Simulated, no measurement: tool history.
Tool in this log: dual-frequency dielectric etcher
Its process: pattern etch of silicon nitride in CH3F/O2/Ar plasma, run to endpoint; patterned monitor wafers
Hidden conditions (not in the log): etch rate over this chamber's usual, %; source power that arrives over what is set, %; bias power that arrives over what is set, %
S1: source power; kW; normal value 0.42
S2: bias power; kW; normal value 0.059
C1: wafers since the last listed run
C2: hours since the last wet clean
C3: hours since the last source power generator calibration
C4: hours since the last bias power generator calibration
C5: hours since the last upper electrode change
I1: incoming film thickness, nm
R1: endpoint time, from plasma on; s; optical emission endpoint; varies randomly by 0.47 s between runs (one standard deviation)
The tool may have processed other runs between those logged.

| run | hour | S1 | S2 | C1 | C2 | C3 | C4 | C5 | I1 | R1 |
|---|---|---|---|---|---|---|---|---|---|---|
| 1 | 0 | 0.42 | 0.056 | 0 | 174.1 | 3707.3 | 3950 | 4033.8 | 51.9 | 83.8 |
| 2 | 41.7 | 0.42 | 0.056 | 385 | 215.8 | 3749 | 3991.7 | 4075.5 | 52.5 | 85.1 |
| 3 | 148 | 0.42 | 0.059 | 981 | 322.1 | 3855.3 | 4098 | 4181.8 | 51.7 | 81.4 |
| 4 | 215.9 | 0.42 | 0.059 | 627 | 390 | 3923.2 | 4165.9 | 4249.7 | 52.3 | 83.3 |
|  | 242.9 | wet clean of the chamber |
| 5 | 258.9 | 0.42 | 0.059 | 175 | 16 | 3966.2 | 4208.9 | 4292.7 | 51.9 | 79.5 |
| 6 | 351.8 | 0.42 | 0.059 | 858 | 108.9 | 4059.1 | 4301.8 | 4385.6 | 51.9 | 80.3 |
| 7 | 393.7 | 0.42 | 0.05 | 387 | 150.8 | 4101 | 4343.7 | 4427.5 | 52.1 | 89.6 |
| 8 | 465.1 | 0.39 | 0.059 | 659 | 222.2 | 4172.4 | 4415.1 | 4498.9 | 51.8 | 84 |
| 9 | 545.8 | 0.39 | 0.059 | 745 | 302.9 | 4253.1 | 4495.8 | 4579.6 | 51.9 | 84.8 |
| 10 | 589.6 | 0.47 | 0.07 | 404 | 346.7 | 4296.9 | 4539.6 | 4623.4 | 52 | 73.1 |
|  | 623.6 | upper electrode replaced |
|  | 628.7 | wet clean of the chamber |
|  | 650.5 | bias power generator calibrated |
| 11 | 694.5 | 0.34 | 0.048 | 663 | 65.8 | 4401.8 | 44 | 70.9 | 52 | 97.3 |
| 12 | 756.7 | 0.38 | 0.07 | 574 | 128 | 4464 | 106.2 | 133.1 | 52 | 75.9 |
| 13 | 814 | 0.42 | 0.068 | 529 | 185.3 | 4521.3 | 163.5 | 190.4 | 52 | 75.6 |
|  | 863.6 | source power generator calibrated |
| 14 | 919.5 | 0.36 | 0.059 | 937 | 290.8 | 55.9 | 269 | 295.9 | 52.9 | 88.2 |
|  | 1013.3 | wet clean of the chamber |
| 15 | 1013.8 | 0.42 | 0.059 | 649 | 0.5 | 150.2 | 363.3 | 390.2 | 52.1 | 80.6 |
| 16 | 1071.2 | 0.49 | 0.059 | 530 | 57.9 | 207.6 | 420.7 | 447.6 | 52.4 | 76.7 |
| 17 | 1170.1 | 0.42 | 0.059 | 913 | 156.8 | 306.5 | 519.6 | 546.5 | 52.2 | 81.2 |
| 18 | 1264.8 | 0.42 | 0.059 | 874 | 251.5 | 401.2 | 614.3 | 641.2 | 52.2 | 82.6 |
| 19 | 1308.2 | 0.47 | 0.046 | 400 | 294.9 | 444.6 | 657.7 | 684.6 | 52.2 | 91 |

Alternative continuations, all from the tool just after run 19; predict every row:
| A | 1308.6 | 0.42 | 0.073 | 3 | 295.3 | 445 | 658.1 | 685 | 52.8 | ? |
| B | 1308.6 | 0.45 | 0.059 | 3 | 295.3 | 445 | 658.1 | 685 | 52.8 | ? |
| C | 1308.6 | 0.46 | 0.044 | 3 | 295.3 | 445 | 658.1 | 685 | 52.8 | ? |

| run | R1 |
|---|---|
| A | 75 |
| B | 81.4 |
| C | 94.5 |
Without the tool's hidden state the same runs would have given:
| run | R1 |
|---|---|
| A | 72.9 |
| B | 79.1 |
| C | 91.8 |
